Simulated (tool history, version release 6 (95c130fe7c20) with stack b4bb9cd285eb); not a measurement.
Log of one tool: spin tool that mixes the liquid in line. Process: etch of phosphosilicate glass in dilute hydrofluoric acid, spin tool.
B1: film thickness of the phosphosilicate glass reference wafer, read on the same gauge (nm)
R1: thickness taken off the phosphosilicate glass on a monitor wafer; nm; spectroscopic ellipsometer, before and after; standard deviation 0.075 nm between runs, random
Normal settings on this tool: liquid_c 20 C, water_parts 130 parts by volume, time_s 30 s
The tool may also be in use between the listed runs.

run 1 hour=0 | liquid_c=20 water_parts=130 time_s=30 | B1=29.98 | R1=11.08
run 2 hour=21.5 | liquid_c=20 water_parts=130 time_s=30 | B1=30.01 | R1=11.16
run 3 hour=35.8 | liquid_c=20 water_parts=130 time_s=30 | B1=30.02 | R1=11.22
run 4 hour=63.2 | liquid_c=20 water_parts=130 time_s=30 | B1=29.96 | R1=11.32
run 5 hour=80.8 | liquid_c=18 water_parts=130 time_s=30 | B1=30 | R1=10.32
run 6 hour=116 | liquid_c=18 water_parts=130 time_s=30 | B1=29.96 | R1=10.34
run 7 hour=134.3 | liquid_c=20 water_parts=130 time_s=30 | B1=30.04 | R1=11.23
run 8 hour=148.7 | liquid_c=20 water_parts=130 time_s=30 | B1=30.01 | R1=11.18
run 9 hour=173.3 | liquid_c=20 water_parts=130 time_s=30 | B1=29.98 | R1=11.27
run 10 hour=186.7 | liquid_c=20 water_parts=130 time_s=30 | B1=30.03 | R1=11.26
run 11 hour=219 | liquid_c=20 water_parts=130 time_s=30 | B1=30.01 | R1=11.33
run 12 hour=244.5 | liquid_c=20 water_parts=130 time_s=30 | B1=29.98 | R1=11.24
run 13 hour=260.5 | liquid_c=20 water_parts=130 time_s=30 | B1=29.99 | R1=11.36
run 14 hour=272.8 | liquid_c=20 water_parts=130 time_s=30 | B1=30.01 | R1=11.16
run 15 hour=286.7 | liquid_c=20 water_parts=165 time_s=45 | B1=30.01 | R1=12.61
run 16 hour=359.5 | liquid_c=20 water_parts=130 time_s=30 | B1=29.96 | R1=11.23
run 17 hour=380.5 | liquid_c=20 water_parts=130 time_s=40 | B1=30.02 | R1=14.87
run 18 hour=413.6 | liquid_c=24.5 water_parts=160 time_s=45 | B1=30 | R1=15.75
run 19 hour=449.5 | liquid_c=20 water_parts=130 time_s=30 | B1=30 | R1=11.1
run 20 hour=481.1 | liquid_c=22.5 water_parts=130 time_s=15 | B1=30.03 | R1=6.16
run 21 hour=507.7 | liquid_c=24.5 water_parts=175 time_s=30 | B1=29.98 | R1=9.44
run 22 hour=534.5 | liquid_c=23 water_parts=130 time_s=30 | B1=29.99 | R1=12.72
run 23 hour=548.9 | liquid_c=20 water_parts=130 time_s=30 | B1=29.99 | R1=11.23
run 24 hour=584.8 | liquid_c=21.5 water_parts=95 time_s=30 | B1=30.01 | R1=16.92
run 25 hour=597.4 | liquid_c=20 water_parts=90 time_s=30 | B1=29.99 | R1=16.82
run 26 hour=621.3 | liquid_c=17 water_parts=95 time_s=30 | B1=29.98 | R1=14.03
run 27 hour=645.1 | liquid_c=20 water_parts=130 time_s=30 | B1=30 | R1=11.28
run 28 hour=659.2 | liquid_c=20 water_parts=130 time_s=30 | B1=29.99 | R1=11.27
run 29 hour=682.6 | liquid_c=17 water_parts=90 time_s=45 | B1=30 | R1=22.41
run 30 hour=696.6 | liquid_c=20 water_parts=180 time_s=40 | B1=30.02 | R1=10.29
run 31 hour=717 | liquid_c=20 water_parts=130 time_s=30 | B1=30.04 | R1=11.24
run 32 hour=745.5 | liquid_c=22 water_parts=130 time_s=15 | B1=29.99 | R1=6.16
run 33 hour=768.3 | liquid_c=20 water_parts=130 time_s=30 | B1=29.99 | R1=11.15

Put back what was entered between runs (3 entries, withheld): which listed runs does each sit between, and how does the hidden state differ from the listed run before to the listed run after?
From run 7 to run 8: hydrofluoric acid flow meter replaced (hour 139.5)
  no difference in the tool's unlogged condition between these two runs
From run 15 to run 16: thermometer replaced (hour 291.9)
  no difference in the tool's unlogged condition between these two runs
From run 18 to run 19: gauge calibrated (hour 448.2)
  no difference in the tool's unlogged condition between these two runs

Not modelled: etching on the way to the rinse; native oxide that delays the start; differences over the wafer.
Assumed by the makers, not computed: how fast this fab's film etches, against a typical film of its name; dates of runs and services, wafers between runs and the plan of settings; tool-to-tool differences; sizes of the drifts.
